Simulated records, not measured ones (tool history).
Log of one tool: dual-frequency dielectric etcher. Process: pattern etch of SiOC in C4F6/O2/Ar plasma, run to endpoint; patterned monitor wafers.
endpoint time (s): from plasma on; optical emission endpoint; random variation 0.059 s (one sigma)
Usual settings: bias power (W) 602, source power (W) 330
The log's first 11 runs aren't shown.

run	day	bias power (W)	source power (W)	wafers since the last listed run	hours since the last wet clean	hours since the last bias power generator calibration	hours since the last source power generator calibration	hours since the last upper electrode change	incoming incoming film thickness, nm	endpoint time (s)
12	39.279	602	330	302	25.5	3521.9	2627.1	3017.3	27.21	8.3
13	41.125	693	330	535	69.8	3566.2	2671.4	3061.6	27.80	7.9
# day 44.562: source power generator calibrated
14	44.583	693	330	955	152.8	3649.2	0.5	3144.6	27.86	8.2
15	47.079	693	330	724	212.7	3709.1	60.4	3204.5	27.85	8.2
16	50.608	566	300	1024	297.4	3793.8	145.1	3289.2	27.51	8.9
17	54.421	566	300	1106	388.9	3885.3	236.6	3380.7	27.76	9.0
# day 59.171: wet clean of the chamber, repeated, since the last time left the tool worse
18	59.192	602	290	1094	0.5	3999.8	351.1	3495.2	27.54	9.2
19	61.446	500	330	654	54.6	4053.9	405.2	3549.3	27.52	9.6
20	65.404	602	330	1148	149.6	4148.9	500.2	3644.3	27.97	9.1
21	69.400	555	410	1159	245.5	4244.8	596.1	3740.2	27.67	8.8
22	73.588	529	290	1215	346.0	4345.3	696.6	3840.7	27.62	10.0
23	76.725	459	400	910	421.3	4420.6	771.9	3916.0	27.81	9.7
24	79.692	522	250	861	492.5	4491.8	843.1	3987.2	27.63	10.4
# day 81.475: bias power generator calibrated
25	83.121	639	330	946	574.8	39.5	925.4	4069.5	27.48	9.0
# day 84.758: wet clean of the chamber
26	87.462	692	310	969	64.9	143.7	1029.6	4173.7	27.94	8.7
27	89.804	640	270	679	121.1	199.9	1085.8	4229.9	27.52	9.2
# day 92.162: upper electrode replaced
28	93.500	602	390	782	209.8	288.6	1174.5	32.1	27.61	8.7
29	95.125	602	330	471	248.8	327.6	1213.5	71.1	27.69	9.1
30	98.650	535	350	1023	333.4	412.2	1298.1	155.7	27.84	9.5
31	102.438	472	330	1099	424.3	503.1	1389.0	246.6	27.81	10.1
32	104.417	649	300	574	471.8	550.6	1436.5	294.1	27.55	9.2
33	106.475	731	360	597	521.2	600.0	1485.9	343.5	27.38	8.3
# day 109.588: wet clean of the chamber
34	110.671	696	390	927	26.0	700.7	1586.6	444.2	27.85	8.1
35	113.883	602	330	932	103.1	777.8	1663.7	521.3	27.58	9.0
36	115.496	602	400	468	141.8	816.5	1702.4	560.0	27.62	8.6

Forecast each of these 3 alternatives for the next run:
A	115.512	602	330	4	142.2	816.9	1702.8	560.4	27.50	?
B	115.512	747	290	4	142.2	816.9	1702.8	560.4	27.50	?
C	115.512	602	370	4	142.2	816.9	1702.8	560.4	27.50	?

run	endpoint time (s)
A	8.9
B	8.5
C	8.6
Without the tool's hidden state the same runs would have given:
run	endpoint time (s)
A	8.8
B	8.4
C	8.5
